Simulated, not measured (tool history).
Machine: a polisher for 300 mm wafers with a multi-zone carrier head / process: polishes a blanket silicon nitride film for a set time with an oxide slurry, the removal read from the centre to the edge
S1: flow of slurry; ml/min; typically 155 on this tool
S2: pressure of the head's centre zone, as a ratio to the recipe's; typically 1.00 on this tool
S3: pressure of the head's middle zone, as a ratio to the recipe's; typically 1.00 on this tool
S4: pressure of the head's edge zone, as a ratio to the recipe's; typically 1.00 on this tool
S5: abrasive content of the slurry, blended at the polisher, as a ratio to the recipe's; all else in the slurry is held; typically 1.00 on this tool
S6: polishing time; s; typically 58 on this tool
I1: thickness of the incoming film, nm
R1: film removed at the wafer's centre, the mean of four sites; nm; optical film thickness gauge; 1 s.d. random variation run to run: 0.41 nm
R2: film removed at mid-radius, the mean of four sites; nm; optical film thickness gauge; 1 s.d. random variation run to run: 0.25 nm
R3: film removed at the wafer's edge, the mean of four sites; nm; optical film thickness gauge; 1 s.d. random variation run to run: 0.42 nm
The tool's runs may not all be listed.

run	hour	S1	S2	S3	S4	S5	S6	I1	R1	R2	R3
1	0.0	155	1.00	1.00	0.93	1.00	58	597.6	29.4	31.2	30.3
2	28.7	155	1.00	1.00	1.00	1.00	58	603.1	29.4	31.1	30.8
3	52.4	155	1.00	1.00	1.00	1.00	58	604.2	29.9	30.9	31.5
# hour 74.1: worn pad replaced by a new one
4	74.6	155	1.00	1.00	1.00	1.00	58	594.9	30.0	31.0	31.8
5	98.3	155	0.91	1.10	1.04	1.00	53	601.1	25.4	30.0	29.4
# hour 104.7: slurry nozzle cleaned
6	113.4	155	1.00	1.00	1.07	1.15	58	607.6	31.9	32.5	33.8
7	131.2	155	0.96	1.00	0.93	0.80	58	606.0	25.7	27.5	27.2
8	154.5	155	1.00	1.06	1.00	1.00	58	600.3	30.1	32.2	30.7
9	184.2	210	1.00	1.00	0.95	1.00	78	590.5	41.7	42.8	42.2
# hour 209.6: worn pad replaced by a new one
10	210.1	155	1.00	1.00	1.00	1.00	58	596.4	30.2	30.5	31.0
11	223.0	155	0.90	1.00	1.07	1.00	58	604.0	26.9	30.6	30.8
12	256.3	155	1.12	0.89	1.00	1.00	58	599.8	33.8	28.4	31.0
# hour 265.1: centre zone pressure recalibrated
13	277.1	155	1.00	1.00	0.96	1.00	58	609.8	30.1	30.8	30.5
# hour 289.4: edge zone pressure recalibrated
14	298.8	205	0.91	1.00	1.05	0.85	58	595.8	26.4	29.5	30.7
15	316.7	155	1.00	1.00	1.09	1.00	58	603.3	30.1	30.4	32.1
# hour 339.1: slurry nozzle cleaned
# hour 339.4: worn pad replaced by a new one
16	339.9	155	1.00	1.00	1.00	1.00	58	600.8	30.2	30.5	30.7
17	359.2	175	1.05	0.91	1.00	1.00	58	598.3	32.1	29.4	31.5
18	377.6	125	1.00	1.07	1.00	1.20	68	605.7	36.8	39.8	37.9
19	395.6	170	1.00	1.00	1.00	0.85	41	602.3	19.8	20.5	20.1
20	416.8	155	1.00	1.00	1.00	1.15	71	603.3	40.0	39.9	40.6
21	430.7	155	1.00	1.00	1.00	1.00	58	606.7	30.8	31.0	30.6

Forecast each of these 5 alternatives for the next run:
A	431.1	155	1.00	1.00	1.00	1.00	58	596.2	?	?	?
B	431.1	130	1.00	1.00	1.11	1.00	72	596.2	?	?	?
C	431.1	155	1.00	0.90	1.00	0.85	49	596.2	?	?	?
D	431.1	135	1.00	1.08	1.00	0.70	45	596.2	?	?	?
E	431.1	195	1.00	0.97	1.00	1.00	58	596.2	?	?	?

run	R1	R2	R3
A	30.0	30.6	30.8
B	36.3	37.1	39.2
C	23.5	22.4	24.2
D	19.2	20.7	19.9
E	30.9	30.8	31.5
Take away the tool's hidden state, keep each run's random variation, and the runs would have read:
run	R1	R2	R3
A	30.0	30.6	30.8
B	36.3	37.1	39.2
C	23.5	22.4	24.2
D	19.2	20.7	19.9
E	30.9	30.8	31.5
